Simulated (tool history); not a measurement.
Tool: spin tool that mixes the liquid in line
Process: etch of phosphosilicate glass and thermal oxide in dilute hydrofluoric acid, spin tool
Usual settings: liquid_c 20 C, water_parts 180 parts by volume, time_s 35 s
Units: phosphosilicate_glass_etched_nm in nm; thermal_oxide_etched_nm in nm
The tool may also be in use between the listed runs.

run	hour	liquid_c	water_parts	time_s	wafers since the last listed run	hours since the thermometer was replaced	hours since the hydrofluoric acid flow meter was replaced	hours since the gauge calibration	read-back film thickness of the phosphosilicate glass reference wafer, read on the same gauge (nm)	read-back film thickness of the thermal oxide reference wafer, read on the same gauge (nm)	phosphosilicate_glass_etched_nm	thermal_oxide_etched_nm
1	0	20	180	35	0	69.7	61.7	2395.4	80.01	69.982	29.41	0.692
2	75.8	20	180	35	970	145.5	137.5	2471.2	80.01	69.968	29.27	0.665
3	146.6	18	125	35	906	216.3	208.3	2542	80.01	69.987	41.52	0.901
4	211.8	20	180	35	834	281.5	273.5	2607.2	79.99	69.989	29.18	0.768
5	264.9	18	250	35	679	334.6	326.6	2660.3	80.01	70.009	18.26	0.48
6	505.8	17	150	30	3084	575.5	567.5	2901.2	79.99	69.989	27.98	0.671
7	609.7	18	270	30	1330	679.4	671.4	3005.1	80	69.982	14.56	0.337
# hour 676.7: gauge calibrated
8	699.5	23.5	110	35	1149	769.2	761.2	22.8	80	69.987	60.78	1.482
9	786	18.5	125	25	1107	855.7	847.7	109.3	80	70.025	30.89	0.765
10	838.4	24.5	245	25	670	908.1	900.1	161.7	80.01	69.995	17.49	0.425
11	913.5	20	180	35	961	983.2	975.2	236.8	80.01	69.988	30.15	0.753
12	974.7	17	180	35	783	1044.4	1036.4	298	80.01	70.015	27.29	0.63
13	1011.6	22	120	40	472	1081.3	1073.3	334.9	79.99	69.99	60.03	1.591
# hour 1018.1: hydrofluoric acid flow meter replaced
14	1098	20	120	25	1093	1167.7	79.9	421.3	79.99	69.991	34.65	0.842
15	1137	20	105	25	499	1206.7	118.9	460.3	80.02	69.996	41.26	0.939
16	1225	24	140	45	1126	1294.7	206.9	548.3	79.99	70.004	61.81	1.602
17	1270.3	20	135	35	580	1340	252.2	593.6	79.97	69.995	43.27	1.088
18	1376.3	20	180	35	1357	1446	358.2	699.6	79.98	70.003	31.17	0.808
19	1430.3	20	180	35	691	1500	412.2	753.6	79.99	69.958	31	0.665
20	1570.9	20	180	40	1800	1640.6	552.8	894.2	79.99	70.027	35.18	0.828
# hour 1582: thermometer replaced
21	1608.3	20	180	35	466	26.3	590.2	931.6	80	70.001	29.43	0.8
22	1689.7	17	155	45	1042	107.7	671.6	1013	80	69.975	40.27	0.897
23	1743.8	20	255	50	692	161.8	725.7	1067.1	80.01	70.014	27.85	0.646
24	1820.2	20	105	50	978	238.2	802.1	1143.5	79.99	69.995	77.42	2.032
25	1908.2	20	180	35	1126	326.2	890.1	1231.5	80.02	70.032	29.44	0.726
# hour 1958.2: hydrofluoric acid flow meter replaced
26	1986.3	20	180	35	987	404.3	28.1	1309.6	80	70.013	30.03	0.794

How the hidden state differs across the entries between the runs, from the last listed run before each to the first after it:
Between runs 7 and 8: gauge calibrated (hour 676.7)
  liquid hotter than its thermometer reads (K): 0.659 -> 0.746
  measured less the result without the state, phosphosilicate_glass_etched_nm: +0.36 -> +1.77 nm; thermal_oxide_etched_nm: +0.008 -> +0.043 nm
Between runs 13 and 14: hydrofluoric acid flow meter replaced (hour 1018.1)
  liquid hotter than its thermometer reads (K): 1.05 -> 1.13
  measured less the result without the state, phosphosilicate_glass_etched_nm: +2.44 -> +1.55 nm; thermal_oxide_etched_nm: +0.065 -> +0.038 nm
Between runs 20 and 21: thermometer replaced (hour 1582)
  liquid hotter than its thermometer reads (K): 1.59 -> 0.14
  measured less the result without the state, phosphosilicate_glass_etched_nm: +2.1 -> +0.16 nm; thermal_oxide_etched_nm: +0.05 -> +0.004 nm
Between runs 25 and 26: hydrofluoric acid flow meter replaced (hour 1958.2)
  liquid hotter than its thermometer reads (K): 0.431 -> 0.506
  measured less the result without the state, phosphosilicate_glass_etched_nm: +0.49 -> +0.59 nm; thermal_oxide_etched_nm: +0.012 -> +0.016 nm

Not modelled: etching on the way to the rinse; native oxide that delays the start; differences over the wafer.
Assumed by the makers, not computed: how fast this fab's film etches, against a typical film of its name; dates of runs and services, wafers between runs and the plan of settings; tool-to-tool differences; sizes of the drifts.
